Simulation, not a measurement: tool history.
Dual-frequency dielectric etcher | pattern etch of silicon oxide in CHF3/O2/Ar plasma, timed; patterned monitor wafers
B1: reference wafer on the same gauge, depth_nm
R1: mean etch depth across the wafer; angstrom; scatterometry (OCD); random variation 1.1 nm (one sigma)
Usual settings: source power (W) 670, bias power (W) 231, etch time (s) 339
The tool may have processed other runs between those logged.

{"run": 1, "hour": 0.0, "source power (W)": 720, "bias power (W)": 231, "etch time (s)": 339, "B1": 814.8, "R1": 7628}
{"run": 2, "hour": 15.1, "source power (W)": 720, "bias power (W)": 231, "etch time (s)": 339, "B1": 815, "R1": 7597}
{"run": 3, "hour": 30.5, "source power (W)": 720, "bias power (W)": 231, "etch time (s)": 339, "B1": 815.4, "R1": 7614}
{"run": 4, "hour": 50.8, "source power (W)": 770, "bias power (W)": 231, "etch time (s)": 339, "B1": 815, "R1": 7891}
{"run": 5, "hour": 61.8, "source power (W)": 770, "bias power (W)": 231, "etch time (s)": 339, "B1": 815.1, "R1": 7896}
{"run": 6, "hour": 70.4, "source power (W)": 670, "bias power (W)": 231, "etch time (s)": 339, "B1": 814.9, "R1": 7351}
{"run": 7, "hour": 83.6, "source power (W)": 670, "bias power (W)": 231, "etch time (s)": 339, "B1": 814.9, "R1": 7349}
{"run": 8, "hour": 92.0, "source power (W)": 670, "bias power (W)": 231, "etch time (s)": 339, "B1": 815, "R1": 7357}
{"hour": 118.4, "done": "upper electrode replaced"}
{"run": 9, "hour": 118.9, "source power (W)": 670, "bias power (W)": 231, "etch time (s)": 339, "B1": 815.2, "R1": 7376}
{"run": 10, "hour": 119.3, "source power (W)": 820, "bias power (W)": 231, "etch time (s)": 237.5, "B1": 814.9, "R1": 5730}
{"run": 11, "hour": 120.5, "source power (W)": 670, "bias power (W)": 213, "etch time (s)": 339, "B1": 815.1, "R1": 7270}
{"hour": 130.6, "done": "bias power generator calibrated"}
{"run": 12, "hour": 131.1, "source power (W)": 800, "bias power (W)": 231, "etch time (s)": 339, "B1": 814.9, "R1": 8072}
{"hour": 151.8, "done": "gauge calibrated"}
{"hour": 166.2, "done": "wet clean of the chamber"}
{"run": 13, "hour": 166.7, "source power (W)": 670, "bias power (W)": 231, "etch time (s)": 339, "B1": 815, "R1": 7217}
{"run": 14, "hour": 167.1, "source power (W)": 510, "bias power (W)": 252, "etch time (s)": 382.5, "B1": 814.9, "R1": 7100}
{"run": 15, "hour": 172.8, "source power (W)": 670, "bias power (W)": 271, "etch time (s)": 310, "B1": 815, "R1": 6807}
{"hour": 178.9, "done": "source power generator calibrated"}
{"run": 16, "hour": 215.2, "source power (W)": 620, "bias power (W)": 231, "etch time (s)": 339, "B1": 815.3, "R1": 6924}
{"run": 17, "hour": 231.9, "source power (W)": 670, "bias power (W)": 231, "etch time (s)": 339, "B1": 814.8, "R1": 7250}
{"run": 18, "hour": 245.3, "source power (W)": 670, "bias power (W)": 185, "etch time (s)": 274.5, "B1": 814.9, "R1": 5660}
{"run": 19, "hour": 260.4, "source power (W)": 510, "bias power (W)": 252, "etch time (s)": 382.5, "B1": 815.2, "R1": 7152}

Branching from run 19: 5 alternative next runs. What would each branch give?
{"run": "A", "hour": 260.9, "source power (W)": 670, "bias power (W)": 231, "etch time (s)": 339, "B1": "?", "R1": "?"}
{"run": "B", "hour": 260.9, "source power (W)": 670, "bias power (W)": 246, "etch time (s)": 299, "B1": "?", "R1": "?"}
{"run": "C", "hour": 260.9, "source power (W)": 670, "bias power (W)": 273, "etch time (s)": 440, "B1": "?", "R1": "?"}
{"run": "D", "hour": 260.9, "source power (W)": 520, "bias power (W)": 231, "etch time (s)": 243.5, "B1": "?", "R1": "?"}
{"run": "E", "hour": 260.9, "source power (W)": 590, "bias power (W)": 257, "etch time (s)": 396, "B1": "?", "R1": "?"}

run=A B1=815.1 R1=7256
run=B B1=815.1 R1=6472
run=C B1=815.1 R1=9712
run=D B1=815.1 R1=4521
run=E B1=815.1 R1=8064
With the hidden condition removed and each run's random variation left untouched, the same runs would have given:
run=A R1=7187
run=B R1=6410
run=C R1=9619
run=D R1=4477
run=E R1=7987
